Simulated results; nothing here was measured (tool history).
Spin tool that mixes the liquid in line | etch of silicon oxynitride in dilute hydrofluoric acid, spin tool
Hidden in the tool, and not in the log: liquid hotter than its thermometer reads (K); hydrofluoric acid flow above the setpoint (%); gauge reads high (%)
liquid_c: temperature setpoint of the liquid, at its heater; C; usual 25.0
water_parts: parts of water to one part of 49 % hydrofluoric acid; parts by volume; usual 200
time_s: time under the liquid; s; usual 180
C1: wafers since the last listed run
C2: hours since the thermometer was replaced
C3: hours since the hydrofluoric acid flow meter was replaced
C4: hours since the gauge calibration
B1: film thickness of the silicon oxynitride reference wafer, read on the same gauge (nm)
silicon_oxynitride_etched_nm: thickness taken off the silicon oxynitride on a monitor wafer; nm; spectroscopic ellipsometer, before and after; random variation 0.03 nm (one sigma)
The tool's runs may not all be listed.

Run 1, hour 0.0: usual settings; C1 0; C2 1140.3; C3 420.8; C4 161.0; B1 80.037. Result: silicon_oxynitride_etched_nm 3.054 nm.
Run 2, hour 24.7: usual settings; C1 192; C2 1165.0; C3 445.5; C4 185.7; B1 80.000. Result: silicon_oxynitride_etched_nm 3.005 nm.
Run 3, hour 42.7: usual settings; C1 140; C2 1183.0; C3 463.5; C4 203.7; B1 79.996. Result: silicon_oxynitride_etched_nm 3.079 nm.
Run 4, hour 78.5: usual settings but water_parts 270 parts by volume; C1 279; C2 1218.8; C3 499.3; C4 239.5; B1 79.975. Result: silicon_oxynitride_etched_nm 2.109 nm.
Run 5, hour 99.0: usual settings but water_parts 270 parts by volume; C1 159; C2 1239.3; C3 519.8; C4 260.0; B1 80.031. Result: silicon_oxynitride_etched_nm 2.142 nm.
Run 6, hour 120.5: usual settings but water_parts 270 parts by volume; C1 167; C2 1260.8; C3 541.3; C4 281.5; B1 80.023. Result: silicon_oxynitride_etched_nm 2.180 nm.
Run 7, hour 147.9: usual settings but water_parts 175 parts by volume; C1 213; C2 1288.2; C3 568.7; C4 308.9; B1 80.009. Result: silicon_oxynitride_etched_nm 3.555 nm.
Run 8, hour 182.3: usual settings; C1 268; C2 1322.6; C3 603.1; C4 343.3; B1 80.007. Result: silicon_oxynitride_etched_nm 3.092 nm.
Run 9, hour 200.8: usual settings; C1 144; C2 1341.1; C3 621.6; C4 361.8; B1 79.993. Result: silicon_oxynitride_etched_nm 3.081 nm.
Run 10, hour 235.4: usual settings; C1 269; C2 1375.7; C3 656.2; C4 396.4; B1 79.998. Result: silicon_oxynitride_etched_nm 3.068 nm.
Run 11, hour 256.8: usual settings but water_parts 130 parts by volume; C1 166; C2 1397.1; C3 677.6; C4 417.8; B1 79.998. Result: silicon_oxynitride_etched_nm 5.124 nm.
Run 12, hour 279.4: usual settings; C1 176; C2 1419.7; C3 700.2; C4 440.4; B1 79.984. Result: silicon_oxynitride_etched_nm 3.136 nm.
Run 13, hour 314.7: usual settings but liquid_c 28.0 C; C1 275; C2 1455.0; C3 735.5; C4 475.7; B1 79.992. Result: silicon_oxynitride_etched_nm 3.433 nm.
Run 14, hour 334.4: usual settings but liquid_c 28.0 C; C1 153; C2 1474.7; C3 755.2; C4 495.4; B1 79.988. Result: silicon_oxynitride_etched_nm 3.465 nm.
At hour 348.2: gauge calibrated.
Run 15, hour 412.0: usual settings but liquid_c 28.0 C; C1 604; C2 1552.3; C3 832.8; C4 63.8; B1 79.996. Result: silicon_oxynitride_etched_nm 3.558 nm.
Run 16, hour 487.0: usual settings but liquid_c 28.5 C; C1 584; C2 1627.3; C3 907.8; C4 138.8; B1 80.000. Result: silicon_oxynitride_etched_nm 3.693 nm.
Run 17, hour 507.3: usual settings but liquid_c 28.5 C, time_s 70 s; C1 158; C2 1647.6; C3 928.1; C4 159.1; B1 79.999. Result: silicon_oxynitride_etched_nm 1.428 nm.
At hour 513.6: hydrofluoric acid flow meter replaced.
Run 18, hour 537.5: usual settings but liquid_c 20.5 C, water_parts 285 parts by volume, time_s 230 s; C1 227; C2 1677.8; C3 23.9; C4 189.3; B1 80.012. Result: silicon_oxynitride_etched_nm 2.165 nm.
Run 19, hour 550.6: usual settings but time_s 70 s; C1 102; C2 1690.9; C3 37.0; C4 202.4; B1 79.995. Result: silicon_oxynitride_etched_nm 1.226 nm.
Run 20, hour 572.4: usual settings but liquid_c 26.5 C, water_parts 280 parts by volume, time_s 145 s; C1 169; C2 1712.7; C3 58.8; C4 224.2; B1 79.986. Result: silicon_oxynitride_etched_nm 1.772 nm.
Run 21, hour 596.0: usual settings; C1 183; C2 1736.3; C3 82.4; C4 247.8; B1 79.979. Result: silicon_oxynitride_etched_nm 3.179 nm.
Run 22, hour 610.8: usual settings but liquid_c 22.5 C; C1 115; C2 1751.1; C3 97.2; C4 262.6; B1 80.020. Result: silicon_oxynitride_etched_nm 2.845 nm.
Run 23, hour 642.9: usual settings but liquid_c 20.0 C, time_s 245 s; C1 250; C2 1783.2; C3 129.3; C4 294.7; B1 80.011. Result: silicon_oxynitride_etched_nm 3.507 nm.
Run 24, hour 662.8: usual settings; C1 155; C2 1803.1; C3 149.2; C4 314.6; B1 79.987. Result: silicon_oxynitride_etched_nm 3.231 nm.
Run 25, hour 690.5: usual settings but time_s 135 s; C1 215; C2 1830.8; C3 176.9; C4 342.3; B1 79.998. Result: silicon_oxynitride_etched_nm 2.372 nm.
At hour 700.8: thermometer replaced.
Run 26, hour 715.4: usual settings but liquid_c 21.5 C, water_parts 130 parts by volume, time_s 255 s; C1 186; C2 14.6; C3 201.8; C4 367.2; B1 80.018. Result: silicon_oxynitride_etched_nm 5.522 nm.
Run 27, hour 746.3: usual settings; C1 240; C2 45.5; C3 232.7; C4 398.1; B1 79.998. Result: silicon_oxynitride_etched_nm 2.785 nm.
Run 28, hour 776.4: usual settings but water_parts 295 parts by volume; C1 234; C2 75.6; C3 262.8; C4 428.2; B1 79.991. Result: silicon_oxynitride_etched_nm 1.777 nm.
Run 29, hour 794.7: usual settings; C1 142; C2 93.9; C3 281.1; C4 446.5; B1 79.976. Result: silicon_oxynitride_etched_nm 2.860 nm.
At hour 818.5: gauge calibrated.
Run 30, hour 874.2: usual settings but liquid_c 26.5 C, water_parts 120 parts by volume; C1 619; C2 173.4; C3 360.6; C4 55.7; B1 79.980. Result: silicon_oxynitride_etched_nm 5.345 nm.

The next listed run, before its measurement:
Run 31, hour 891.0: usual settings; C1 130; C2 190.2; C3 377.4; C4 72.5; B1 ?. Result: silicon_oxynitride_etched_nm ?.

Run 31 gave B1 79.984, silicon_oxynitride_etched_nm 2.815 nm.
Without the tool's hidden state the same run would have given silicon_oxynitride_etched_nm 2.776 nm.

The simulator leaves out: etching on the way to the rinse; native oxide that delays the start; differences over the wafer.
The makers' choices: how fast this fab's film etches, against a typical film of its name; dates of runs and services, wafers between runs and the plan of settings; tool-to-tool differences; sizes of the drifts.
